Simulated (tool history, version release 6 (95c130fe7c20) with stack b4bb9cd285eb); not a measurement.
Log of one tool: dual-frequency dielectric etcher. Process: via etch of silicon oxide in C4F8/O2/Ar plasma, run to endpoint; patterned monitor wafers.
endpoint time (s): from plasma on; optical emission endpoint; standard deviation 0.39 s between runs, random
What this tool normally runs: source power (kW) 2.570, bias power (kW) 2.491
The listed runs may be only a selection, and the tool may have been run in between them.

run,hour,source power (kW),bias power (kW),"incoming incoming film thickness, nm",endpoint time (s)
1,0.0,2.570,2.491,731.3,126.8
2,12.5,2.570,2.491,736.6,128.3
3,26.9,2.570,2.958,740.5,120.8
4,43.7,2.570,2.958,737.1,121.3
5,79.1,2.350,2.491,737.9,133.7
6,94.3,2.350,2.491,737.7,133.7
7,106.9,2.570,2.491,727.6,127.4
8,124.2,2.570,2.491,735.8,128.3
9,153.1,2.570,2.491,727.3,126.6
10,165.2,2.570,2.269,736.6,133.4
11,191.7,2.570,2.269,733.4,132.5
12,203.8,2.570,2.269,742.0,133.1
13,236.5,2.340,2.126,736.4,141.9
# hour 246.0: source power generator calibrated
14,259.1,2.110,2.724,738.3,139.8
15,271.1,2.180,2.020,737.7,152.4
# hour 296.4: wet clean of the chamber
# hour 319.4: upper electrode replaced
16,319.9,2.570,2.491,736.2,129.4
17,320.3,2.570,2.491,734.0,128.7
18,337.8,2.570,2.491,737.7,130.1
# hour 403.2: bias power generator calibrated
19,444.1,2.320,3.009,729.4,126.3
20,477.5,2.570,2.491,734.4,128.8
21,494.2,3.060,2.715,736.6,117.5
22,511.8,2.990,2.984,733.5,113.9
23,542.8,2.310,2.181,734.7,142.7
24,563.9,1.970,3.014,734.5,135.9
25,587.8,2.940,2.959,733.7,115.1
26,614.2,2.120,2.267,735.2,146.0
27,636.3,2.570,2.491,736.6,130.1
28,656.1,2.570,2.491,737.2,129.7
29,673.8,2.570,2.491,726.0,128.3
30,700.6,2.570,2.491,735.7,130.3
31,728.0,2.960,2.092,735.6,129.5
32,755.2,2.230,2.331,731.6,140.1
33,787.1,2.390,2.235,734.7,139.2
34,806.8,2.570,2.491,733.9,130.2
# hour 833.9: wet clean of the chamber
35,836.8,2.930,2.785,732.5,116.0

For each run, what was the tool's unlogged condition?
bias power that arrives over what is set, %: 0 in every run
H1: etch rate over this chamber's usual, %
H2: source power that arrives over what is set, %
run,H1,H2
1,-0.89,4.36
2,-0.936,4.37
3,-0.989,4.38
4,-1.05,4.39
5,-1.18,4.42
6,-1.24,4.43
7,-1.29,4.43
8,-1.35,4.44
9,-1.46,4.46
10,-1.5,4.47
11,-1.6,4.48
12,-1.65,4.49
13,-1.77,4.51
14,-1.85,-0.173
15,-1.9,-0.0886
16,-0.213,0.24
17,-0.214,0.243
18,-0.279,0.355
19,-0.673,0.983
20,-0.797,1.16
21,-0.859,1.25
22,-0.924,1.34
23,-1.04,1.49
24,-1.12,1.59
25,-1.21,1.7
26,-1.3,1.82
27,-1.39,1.91
28,-1.46,1.99
29,-1.53,2.07
30,-1.62,2.17
31,-1.73,2.28
32,-1.83,2.37
33,-1.95,2.49
34,-2.02,2.55
35,-0.483,2.65
